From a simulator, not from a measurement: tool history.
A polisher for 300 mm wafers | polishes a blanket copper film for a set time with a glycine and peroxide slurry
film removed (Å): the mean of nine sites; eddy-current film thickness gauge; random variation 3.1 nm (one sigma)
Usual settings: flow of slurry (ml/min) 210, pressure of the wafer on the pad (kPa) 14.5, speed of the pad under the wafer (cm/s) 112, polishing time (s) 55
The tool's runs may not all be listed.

run,hour,flow of slurry (ml/min),pressure of the wafer on the pad (kPa),speed of the pad under the wafer (cm/s),polishing time (s),"incoming thickness of the incoming film, nm",film removed (Å)
1,0,210,15.9,112,55,1259.6,2586
# hour 37: worn pad replaced by a new one
2,107.5,210,15.9,112,55,1265.7,2524
3,207.1,210,14.5,112,55,1253.4,2309
4,279.2,210,14.5,112,55,1263.9,2328
5,429.7,210,14.5,112,55,1278.7,2290
6,469.6,210,14.5,112,55,1274.5,2331
7,536.3,210,14.5,112,55,1262.6,2247
# hour 561.8: head pressure recalibrated
8,583.6,210,14.5,112,55,1269.9,2555
9,729.2,210,14.5,112,69,1297.1,3041
# hour 806: worn pad replaced by a new one
# hour 818.1: slurry nozzle cleaned
10,961.3,210,14.5,112,55,1284.1,2376
11,1009.4,210,14.5,112,55,1265.8,2319
12,1129.4,210,14.5,112,55,1258.5,2384
13,1229,210,14.5,112,55,1280.2,2337
14,1293.3,160,14.5,112,55,1284.7,2223
15,1356.5,280,14.5,112,61,1258.3,2675
16,1408.9,210,14.5,112,55,1264,2308
17,1459,210,14.5,146,48,1273,2463
# hour 1483.1: head pressure recalibrated
18,1502.2,165,14.5,112,55,1264.5,2425
# hour 1536: worn pad replaced by a new one
# hour 1552.9: slurry nozzle cleaned
19,1587.9,180,14.5,112,55,1271.4,2423
20,1632.2,210,17.9,138,55,1246.8,3440
21,1700.9,265,18.6,138,55,1293.7,3488
22,1975.4,210,14.5,112,55,1257.9,2340
23,2066.3,210,12.4,112,55,1271.3,2056
24,2156.5,180,11.7,144,55,1292.8,2308
# hour 2198.5: head pressure recalibrated
# hour 2255.3: worn pad replaced by a new one
# hour 2262.7: slurry nozzle cleaned
25,2263.2,210,14.5,112,55,1266.2,2485
26,2343.2,190,17.9,112,55,1270.3,2892
27,2450.2,210,14.5,112,55,1271.6,2357
28,2553.4,210,14.5,146,48,1274,2477
29,2602.8,235,14.5,112,55,1283.6,2340
30,2703.7,210,14.5,84,44,1247.1,1501
# hour 2979.4: head pressure recalibrated
# hour 2985.8: slurry nozzle cleaned
31,2990.8,255,15.9,140,55,1288.7,3398
# hour 3083.2: worn pad replaced by a new one
32,3084.3,190,11.7,112,55,1267.6,2073
33,3178.8,210,11,98,55,1287.3,1799
34,3267.1,210,14.5,112,55,1248.5,2373
35,3306,245,14.5,80,62,1248.1,2173
36,3354.7,250,11,82,55,1266.7,1583

Some steps in film removed (Å) between neighbouring runs. How much of each would the tool show without its hidden state too (settings, what came in, random variation), and how much is left for the hidden state, with any gauge scatter that isn't in both results?
The hidden state here: removal rate lost through wear of the pad, %; slurry flow missing at the pad, %; deviation of the head's pressure from its setpoint, %.
Run 7 -> 8: head pressure recalibrated. film removed (Å) +308: hidden state +252, all else +56.
Run 17 -> 18: flow of slurry (ml/min) 210 -> 165, speed of the pad under the wafer (cm/s) 146 -> 112, polishing time (s) 48 -> 55, head pressure recalibrated. film removed (Å) -38: hidden state +243, all else -281.
Run 21 -> 22: flow of slurry (ml/min) 265 -> 210, pressure of the wafer on the pad (kPa) 18.6 -> 14.5, speed of the pad under the wafer (cm/s) 138 -> 112. film removed (Å) -1148: hidden state +7, all else -1155.
Run 24 -> 25: flow of slurry (ml/min) 180 -> 210, pressure of the wafer on the pad (kPa) 11.7 -> 14.5, speed of the pad under the wafer (cm/s) 144 -> 112, head pressure recalibrated, worn pad replaced by a new one, slurry nozzle cleaned. film removed (Å) +177: hidden state +142, all else +35.
Run 30 -> 31: flow of slurry (ml/min) 210 -> 255, pressure of the wafer on the pad (kPa) 14.5 -> 15.9, speed of the pad under the wafer (cm/s) 84 -> 140, polishing time (s) 44 -> 55, head pressure recalibrated, slurry nozzle cleaned. film removed (Å) +1897: hidden state +117, all else +1780.
Run 31 -> 32: flow of slurry (ml/min) 255 -> 190, pressure of the wafer on the pad (kPa) 15.9 -> 11.7, speed of the pad under the wafer (cm/s) 140 -> 112, worn pad replaced by a new one. film removed (Å) -1325: hidden state -40, all else -1285.

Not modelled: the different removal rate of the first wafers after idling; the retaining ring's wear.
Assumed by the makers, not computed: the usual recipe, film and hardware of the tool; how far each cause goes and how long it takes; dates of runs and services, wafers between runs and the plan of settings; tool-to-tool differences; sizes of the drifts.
